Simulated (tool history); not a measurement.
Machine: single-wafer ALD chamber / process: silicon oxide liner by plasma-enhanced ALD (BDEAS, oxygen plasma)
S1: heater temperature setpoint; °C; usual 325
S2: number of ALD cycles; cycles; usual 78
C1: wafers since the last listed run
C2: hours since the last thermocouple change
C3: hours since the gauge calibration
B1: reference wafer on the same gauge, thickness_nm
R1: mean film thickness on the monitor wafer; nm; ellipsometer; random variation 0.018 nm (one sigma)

run 1 hour=0.0 | S1=325 S2=78 | C1=0 C2=1102.7 C3=816.0 | B1=6.197 | R1=7.181
run 2 hour=42.6 | S1=325 S2=78 | C1=180 C2=1145.3 C3=858.6 | B1=6.202 | R1=7.192
run 3 hour=99.7 | S1=325 S2=78 | C1=241 C2=1202.4 C3=915.7 | B1=6.197 | R1=7.168
run 4 hour=134.1 | S1=325 S2=78 | C1=145 C2=1236.8 C3=950.1 | B1=6.197 | R1=7.153
run 5 hour=236.8 | S1=325 S2=78 | C1=435 C2=1339.5 C3=1052.8 | B1=6.198 | R1=7.129
run 6 hour=288.3 | S1=325 S2=78 | C1=218 C2=1391.0 C3=1104.3 | B1=6.205 | R1=7.145
run 7 hour=346.7 | S1=325 S2=78 | C1=247 C2=1449.4 C3=1162.7 | B1=6.199 | R1=7.125
run 8 hour=403.0 | S1=325 S2=78 | C1=238 C2=1505.7 C3=1219.0 | B1=6.203 | R1=7.124
run 9 hour=458.9 | S1=325 S2=78 | C1=236 C2=1561.6 C3=1274.9 | B1=6.207 | R1=7.098
run 10 hour=505.0 | S1=336 S2=82 | C1=195 C2=1607.7 C3=1321.0 | B1=6.201 | R1=7.381
run 11 hour=565.1 | S1=336 S2=82 | C1=254 C2=1667.8 C3=1381.1 | B1=6.201 | R1=7.352
-- hour=589.9 thermocouple changed; heater temperature recalibrated
-- hour=591.9 gauge calibrated
run 12 hour=624.5 | S1=328 S2=78 | C1=217 C2=34.6 C3=32.6 | B1=6.201 | R1=7.125
run 13 hour=648.7 | S1=322 S2=83 | C1=102 C2=58.8 C3=56.8 | B1=6.202 | R1=7.696
run 14 hour=688.2 | S1=325 S2=78 | C1=167 C2=98.3 C3=96.3 | B1=6.204 | R1=7.195
run 15 hour=757.4 | S1=312 S2=84 | C1=293 C2=167.5 C3=165.5 | B1=6.200 | R1=7.935
run 16 hour=824.4 | S1=331 S2=74 | C1=283 C2=234.5 C3=232.5 | B1=6.196 | R1=6.780
run 17 hour=852.4 | S1=325 S2=78 | C1=118 C2=262.5 C3=260.5 | B1=6.195 | R1=7.194
run 18 hour=901.7 | S1=339 S2=71 | C1=208 C2=311.8 C3=309.8 | B1=6.203 | R1=6.422
run 19 hour=949.4 | S1=337 S2=91 | C1=202 C2=359.5 C3=357.5 | B1=6.200 | R1=8.222
run 20 hour=1003.5 | S1=321 S2=85 | C1=229 C2=413.6 C3=411.6 | B1=6.202 | R1=7.857
run 21 hour=1052.1 | S1=325 S2=78 | C1=205 C2=462.2 C3=460.2 | B1=6.201 | R1=7.184
run 22 hour=1110.2 | S1=325 S2=83 | C1=246 C2=520.3 C3=518.3 | B1=6.201 | R1=7.667
run 23 hour=1162.1 | S1=325 S2=83 | C1=219 C2=572.2 C3=570.2 | B1=6.203 | R1=7.637
run 24 hour=1188.8 | S1=314 S2=78 | C1=113 C2=598.9 C3=596.9 | B1=6.199 | R1=7.304
run 25 hour=1221.6 | S1=325 S2=78 | C1=138 C2=631.7 C3=629.7 | B1=6.200 | R1=7.223
run 26 hour=1267.6 | S1=334 S2=66 | C1=194 C2=677.7 C3=675.7 | B1=6.201 | R1=6.010
run 27 hour=1302.2 | S1=310 S2=64 | C1=146 C2=712.3 C3=710.3 | B1=6.202 | R1=6.074
run 28 hour=1360.5 | S1=314 S2=63 | C1=247 C2=770.6 C3=768.6 | B1=6.200 | R1=5.901

Here are 5 independent what-if runs from the current tool condition. What would each one return?
run A hour=1361.0 | S1=325 S2=78 | C1=2 C2=771.1 C3=769.1 | B1=? | R1=?
run B hour=1361.0 | S1=337 S2=92 | C1=2 C2=771.1 C3=769.1 | B1=? | R1=?
run C hour=1361.0 | S1=329 S2=86 | C1=2 C2=771.1 C3=769.1 | B1=? | R1=?
run D hour=1361.0 | S1=332 S2=68 | C1=2 C2=771.1 C3=769.1 | B1=? | R1=?
run E hour=1361.0 | S1=310 S2=83 | C1=2 C2=771.1 C3=769.1 | B1=? | R1=?

run=A B1=6.197 R1=7.187
run=B B1=6.197 R1=8.311
run=C B1=6.197 R1=7.872
run=D B1=6.197 R1=6.194
run=E B1=6.197 R1=7.834
The same runs, with their run-to-run variation unchanged, on a tool lacking any hidden condition would have given:
run=A R1=7.202
run=B R1=8.329
run=C R1=7.889
run=D R1=6.207
run=E R1=7.850
